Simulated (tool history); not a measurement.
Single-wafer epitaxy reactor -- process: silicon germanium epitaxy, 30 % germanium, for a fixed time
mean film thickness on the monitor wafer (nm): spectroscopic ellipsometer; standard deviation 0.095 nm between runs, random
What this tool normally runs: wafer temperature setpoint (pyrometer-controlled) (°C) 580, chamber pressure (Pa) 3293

| run | hour | wafer temperature setpoint (pyrometer-controlled) (°C) | chamber pressure (Pa) | read-back reference wafer on the same gauge, thickness_nm | mean film thickness on the monitor wafer (nm) |
|---|---|---|---|---|---|
| 1 | 0 | 580 | 3293 | 42.48 | 44.256 |
| 2 | 17.4 | 580 | 3293 | 42.494 | 44.354 |
|  | 24.5 | gauge calibrated |
| 3 | 31.4 | 580 | 3293 | 42.517 | 44.237 |
| 4 | 40.7 | 580 | 3120 | 42.497 | 43.481 |
| 5 | 52.1 | 580 | 3120 | 42.514 | 43.337 |
| 6 | 67.7 | 580 | 3933 | 42.508 | 47.098 |
| 7 | 75.8 | 580 | 3933 | 42.48 | 47.247 |
|  | 90.8 | showerhead replaced |
| 8 | 91.3 | 580 | 3293 | 42.514 | 44.179 |
| 9 | 91.6 | 580 | 3293 | 42.498 | 44.63 |
|  | 99.5 | pyrometer calibrated |
| 10 | 108.1 | 580 | 3293 | 42.525 | 41.252 |
| 11 | 120.6 | 590 | 2960 | 42.512 | 47.295 |
| 12 | 133.6 | 580 | 3293 | 42.505 | 41.46 |
| 13 | 145 | 580 | 3293 | 42.527 | 41.576 |
| 14 | 152.3 | 580 | 2506 | 42.467 | 38.017 |
| 15 | 169.4 | 594 | 2720 | 42.491 | 49.406 |
|  | 177.8 | capacitance manometer re-zeroed and calibrated |
| 16 | 179.4 | 580 | 3293 | 42.516 | 40.666 |
| 17 | 194.1 | 587 | 3653 | 42.524 | 47.185 |
| 18 | 208.1 | 567 | 2880 | 42.52 | 31.036 |
| 19 | 216.2 | 574 | 3293 | 42.477 | 36.743 |
| 20 | 222.7 | 575 | 4080 | 42.538 | 40.232 |
| 21 | 231.2 | 592 | 2773 | 42.515 | 46.893 |
| 22 | 244.5 | 580 | 3293 | 42.515 | 40.592 |
| 23 | 255.6 | 592 | 2773 | 42.531 | 46.976 |
| 24 | 267.6 | 570 | 3600 | 42.457 | 35.309 |
| 25 | 279.5 | 592 | 4093 | 42.514 | 53.83 |
| 26 | 289.7 | 580 | 3293 | 42.506 | 40.793 |
| 27 | 303.3 | 594 | 2720 | 42.5 | 48.208 |
| 28 | 319.9 | 576 | 3813 | 42.534 | 39.954 |
| 29 | 335.7 | 568 | 3013 | 42.504 | 32.061 |
| 30 | 347.4 | 574 | 3293 | 42.493 | 36.79 |
| 31 | 357 | 568 | 4000 | 42.518 | 35.352 |
| 32 | 370.6 | 580 | 3293 | 42.496 | 40.651 |
| 33 | 386.6 | 580 | 3293 | 42.49 | 40.942 |
| 34 | 411.6 | 574 | 3613 | 42.443 | 37.941 |

Below, each run's measurement less what the same run would have read without the hidden state. Both values contain the same run-to-run variation, but the gauge's scatter may not be the same in both:
Hidden state at play: wafer temperature above the value expected at the setpoint (K); true pressure above the setpoint (%); gauge reads high (%).
| run | mean film thickness on the monitor wafer (nm) |
|---|---|
| 1 | +3.408 |
| 2 | +3.459 |
| 3 | +3.486 |
| 4 | +3.449 |
| 5 | +3.467 |
| 6 | +3.811 |
| 7 | +3.845 |
| 8 | +3.637 |
| 9 | +3.675 |
| 10 | +0.586 |
| 11 | +0.714 |
| 12 | +0.659 |
| 13 | +0.694 |
| 14 | +0.652 |
| 15 | +0.911 |
| 16 | -0.209 |
| 17 | -0.226 |
| 18 | -0.143 |
| 19 | -0.161 |
| 20 | -0.17 |
| 21 | -0.187 |
| 22 | -0.151 |
| 23 | -0.16 |
| 24 | -0.111 |
| 25 | -0.152 |
| 26 | -0.105 |
| 27 | -0.105 |
| 28 | -0.068 |
| 29 | -0.04 |
| 30 | -0.033 |
| 31 | -0.021 |
| 32 | -0.007 |
| 33 | +0.014 |
| 34 | +0.046 |
